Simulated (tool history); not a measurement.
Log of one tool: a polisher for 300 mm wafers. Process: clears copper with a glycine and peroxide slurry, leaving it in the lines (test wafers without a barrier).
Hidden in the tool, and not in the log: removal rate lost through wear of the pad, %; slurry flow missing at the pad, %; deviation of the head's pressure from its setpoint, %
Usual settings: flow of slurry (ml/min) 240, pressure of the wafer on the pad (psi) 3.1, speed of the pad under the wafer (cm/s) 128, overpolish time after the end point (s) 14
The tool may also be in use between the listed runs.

run,hour,flow of slurry (ml/min),pressure of the wafer on the pad (psi),speed of the pad under the wafer (cm/s),overpolish time after the end point (s),wafers since the last listed run,wafers polished on this pad,hours since the slurry nozzle was cleaned,hours since the head pressure was calibrated,"incoming thickness of the incoming film, nm",time until the end point was called (s),dishing of a wide line in a test structure (Å)
1,0.0,240,3.1,128,14,0,1558,269.0,818.3,819.0,150.2,409
2,21.3,240,3.1,128,14,189,1747,290.3,839.6,822.3,154.1,387
3,46.9,240,3.1,128,14,227,1975,315.9,865.2,807.9,151.4,387
4,59.5,240,3.1,128,14,112,2087,328.5,877.8,810.8,160.9,388
# hour 65.9: worn pad replaced by a new one
5,93.0,240,3.1,128,14,262,240,362.0,911.3,810.1,135.7,426
6,110.9,240,3.1,128,14,159,399,379.9,929.2,813.1,137.0,414
7,146.0,240,3.1,128,14,312,712,415.0,964.3,804.8,143.0,403
8,163.2,240,3.1,128,14,153,865,432.2,981.5,809.1,139.9,405
9,178.8,240,3.1,128,12,138,1004,447.8,997.1,816.6,137.3,380
10,236.4,240,3.1,128,12,512,1516,505.4,1054.7,813.3,140.6,363
11,255.3,240,3.1,128,12,168,1684,524.3,1073.6,809.3,151.1,358
12,269.1,240,3.1,128,14,122,1807,538.1,1087.4,806.4,151.4,392
13,285.8,240,3.1,128,14,148,1956,554.8,1104.1,798.7,151.0,391
# hour 298.4: worn pad replaced by a new one
14,308.8,300,2.8,152,10,169,92,577.8,1127.1,802.8,118.2,362
15,344.7,240,3.1,128,14,319,411,613.7,1163.0,820.6,140.5,398
16,370.4,240,3.6,102,10,228,640,639.4,1188.7,802.6,152.9,316
# hour 388.0: slurry nozzle cleaned
17,395.6,240,3.8,128,14,215,855,7.6,1213.9,822.3,127.8,422
18,419.4,240,3.1,152,19,211,1067,31.4,1237.7,807.0,122.5,466
19,444.5,240,3.1,128,14,223,1290,56.5,1262.8,807.2,145.9,383
# hour 473.1: head pressure recalibrated
20,473.6,240,3.1,144,14,241,1531,85.6,0.5,807.0,135.3,405
21,492.4,240,3.1,128,14,167,1699,104.4,19.3,794.0,154.7,392
# hour 525.1: worn pad replaced by a new one
22,526.5,160,3.1,172,9,267,12,138.5,53.4,811.1,109.0,359
23,542.5,160,3.1,172,9,142,154,154.5,69.4,810.5,107.8,361
24,565.6,240,2.4,172,19,205,360,177.6,92.5,803.0,121.4,457
25,590.1,240,3.1,128,14,217,578,202.1,117.0,801.5,133.4,416
26,625.8,315,3.1,128,17,317,896,237.8,152.7,810.1,138.0,433
27,642.4,240,2.4,142,14,147,1043,254.4,169.3,806.8,153.2,389
28,671.0,240,3.1,128,14,254,1298,283.0,197.9,822.8,148.3,398
29,699.7,315,3.1,128,12,255,1553,311.7,226.6,804.4,142.4,355
# hour 711.3: worn pad replaced by a new one
30,722.4,240,3.1,168,14,166,99,334.4,249.3,802.7,102.7,438
31,745.1,280,3.1,128,14,201,301,357.1,272.0,800.1,135.8,401
32,767.4,160,3.8,86,8,198,499,379.4,294.3,808.6,181.1,261
33,792.2,240,3.5,128,14,220,720,404.2,319.1,800.4,129.6,412
34,814.1,240,4.2,128,14,194,914,426.1,341.0,799.3,115.9,429
35,827.4,240,3.1,150,14,118,1033,439.4,354.3,806.9,127.1,423

3 ways to go on from here, each from the tool as it stands after run 35. What would each give?
A,827.9,240,3.1,128,14,4,1037,439.9,354.8,795.0,?,?
B,827.9,240,3.1,154,12,4,1037,439.9,354.8,795.0,?,?
C,827.9,240,2.2,128,14,4,1037,439.9,354.8,795.0,?,?

run,time until the end point was called (s),dishing of a wide line in a test structure (Å)
A,138.6,407
B,117.8,404
C,170.0,368
Without the tool's hidden state the same runs would have given:
run,time until the end point was called (s),dishing of a wide line in a test structure (Å)
A,128.3,422
B,109.1,419
C,157.4,383
